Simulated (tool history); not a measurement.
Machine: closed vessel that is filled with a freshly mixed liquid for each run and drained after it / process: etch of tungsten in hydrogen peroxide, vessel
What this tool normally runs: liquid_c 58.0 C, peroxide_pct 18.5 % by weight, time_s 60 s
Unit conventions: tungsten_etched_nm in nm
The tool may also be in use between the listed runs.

run	day	liquid_c	peroxide_pct	time_s	read-back film thickness of the tungsten reference wafer, read on the same gauge (nm)	tungsten_etched_nm
1	0.000	58.0	18.5	50	109.64	127.14
2	1.658	58.0	14.5	60	109.55	135.36
3	3.133	58.0	14.5	60	109.47	135.00
4	4.279	58.0	14.5	60	109.40	134.82
5	6.617	58.0	18.5	60	109.27	151.56
6	9.454	58.0	18.5	60	109.16	152.45
7	11.658	58.0	18.5	60	108.99	150.30
8	20.408	58.0	15.5	60	108.51	137.16
9	21.529	58.0	15.5	60	108.46	138.02
10	23.750	55.0	18.5	60	108.31	126.01
11	29.654	58.0	18.5	40	108.06	101.01
12	31.696	58.0	18.5	40	107.93	99.95
13	33.212	58.0	18.5	40	107.83	100.18
14	35.942	58.0	21.0	60	107.68	160.73
15	37.217	52.0	16.0	45	107.61	73.79
16	38.888	58.0	17.0	60	107.53	143.60
17	41.562	58.0	15.0	30	107.37	67.80
18	44.112	54.5	15.5	60	107.25	110.59
19	46.438	65.5	22.5	45	107.13	189.81
20	49.271	58.0	18.5	60	110.39	153.59
21	50.617	58.0	18.5	30	110.34	76.87
22	51.892	58.0	14.0	45	110.27	100.78
23	54.471	58.0	17.0	35	110.11	86.25
24	57.450	58.0	23.0	60	110.00	171.95
25	60.338	55.0	18.5	60	109.78	128.02
26	63.004	58.0	18.5	60	109.67	152.57
27	65.296	51.0	13.0	80	109.54	112.15
28	68.225	58.0	18.5	60	109.40	152.71
29	70.817	48.0	18.5	60	109.24	84.05

Missing from the log above: 8 entries noted between runs. For each, name the pair of listed runs it sits between and say how the tool's hidden condition differs from the listed run just before to the listed run just after:
Between runs 1 and 2: new drum of peroxide connected (day 1.125)
  gauge reads high (%): -0.338 -> -0.42
  measured less the result without the state, tungsten_etched_nm: -0.43 -> -0.57 nm
Between runs 7 and 8: new drum of peroxide connected (day 18.338)
  gauge reads high (%): -0.911 -> -1.34
  measured less the result without the state, tungsten_etched_nm: -1.38 -> -1.87 nm
Between runs 13 and 14: new drum of peroxide connected (day 35.417)
  gauge reads high (%): -1.97 -> -2.11
  measured less the result without the state, tungsten_etched_nm: -2.01 -> -3.46 nm
Between runs 17 and 18: peroxide flow meter replaced (day 41.942)
  gauge reads high (%): -2.38 -> -2.51
  measured less the result without the state, tungsten_etched_nm: -1.65 -> -2.85 nm
Between runs 19 and 20: gauge calibrated (day 48.229)
  gauge reads high (%): -2.62 -> 0.374
  measured less the result without the state, tungsten_etched_nm: -5.11 -> +0.57 nm
Between runs 22 and 23: new drum of peroxide connected (day 52.767)
  gauge reads high (%): 0.245 -> 0.118
  measured less the result without the state, tungsten_etched_nm: +0.25 -> +0.10 nm
Between runs 23 and 24: thermometer replaced (day 55.588)
  gauge reads high (%): 0.118 -> -0.0283
  measured less the result without the state, tungsten_etched_nm: +0.10 -> -0.04 nm
Between runs 27 and 28: new drum of peroxide connected (day 67.529)
  gauge reads high (%): -0.414 -> -0.558
  measured less the result without the state, tungsten_etched_nm: -0.47 -> -0.86 nm
